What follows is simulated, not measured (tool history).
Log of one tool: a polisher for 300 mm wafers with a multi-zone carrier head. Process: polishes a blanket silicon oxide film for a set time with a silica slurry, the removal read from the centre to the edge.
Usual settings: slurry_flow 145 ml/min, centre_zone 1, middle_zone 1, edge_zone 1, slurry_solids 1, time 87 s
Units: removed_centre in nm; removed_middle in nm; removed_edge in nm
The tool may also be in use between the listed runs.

run,hour,slurry_flow,centre_zone,middle_zone,edge_zone,slurry_solids,time,"incoming thickness of the incoming film, nm",removed_centre,removed_middle,removed_edge
1,0,145,1,0.89,1,1,77,1267.7,435.1,359.8,373
# hour 30.4: centre zone pressure recalibrated
2,31.2,145,1,1,1,1,87,1279.4,435.2,445.2,429.3
3,59.5,170,1,1,1,1,87,1300.6,454.6,454.3,427.3
4,76.3,125,1,1.11,0.93,1,87,1288.8,423,468.7,392.3
5,103.6,145,1,1,1,1,59,1282.5,301.3,299.6,288.6
# hour 112.6: worn pad replaced by a new one
6,135,175,1.06,1,0.94,1,115,1285.8,622,602.8,564.7
7,152,145,1,1,0.89,0.7,87,1293.3,397.6,400.2,356.5
8,164.7,165,1,1.11,1,1.15,87,1290.8,462.3,511.1,447.3
9,188,145,1,1,1,1,87,1263.2,449,430,410.7
10,200.7,145,1.09,1,1,1,100,1284,545.4,515.5,491
# hour 221.1: edge zone pressure recalibrated
11,225.9,145,1,1,0.9,1.25,87,1270.4,469.2,471.1,431.8
# hour 242.5: slurry nozzle cleaned
12,247.7,125,1.04,1,1,1,57,1262.6,292.8,278.1,275
13,262.2,145,1,1,1.06,1.25,96,1262,526.1,533.2,525.7
14,275.9,145,1,0.92,1,1,87,1268.1,435.9,406.4,431.7
# hour 297.2: worn pad replaced by a new one
15,303.6,145,1,1,1,1.1,87,1267.1,454.2,451.9,442.4

Forecast run 16:
16,316.3,125,1,1,1,1,87,1275,?,?,?

Run 16 gave removed_centre 428 nm, removed_middle 436.9 nm, removed_edge 406.1 nm.
Without the tool's hidden state the same run would have given removed_centre 419.7 nm, removed_middle 436.9 nm, removed_edge 406.1 nm.
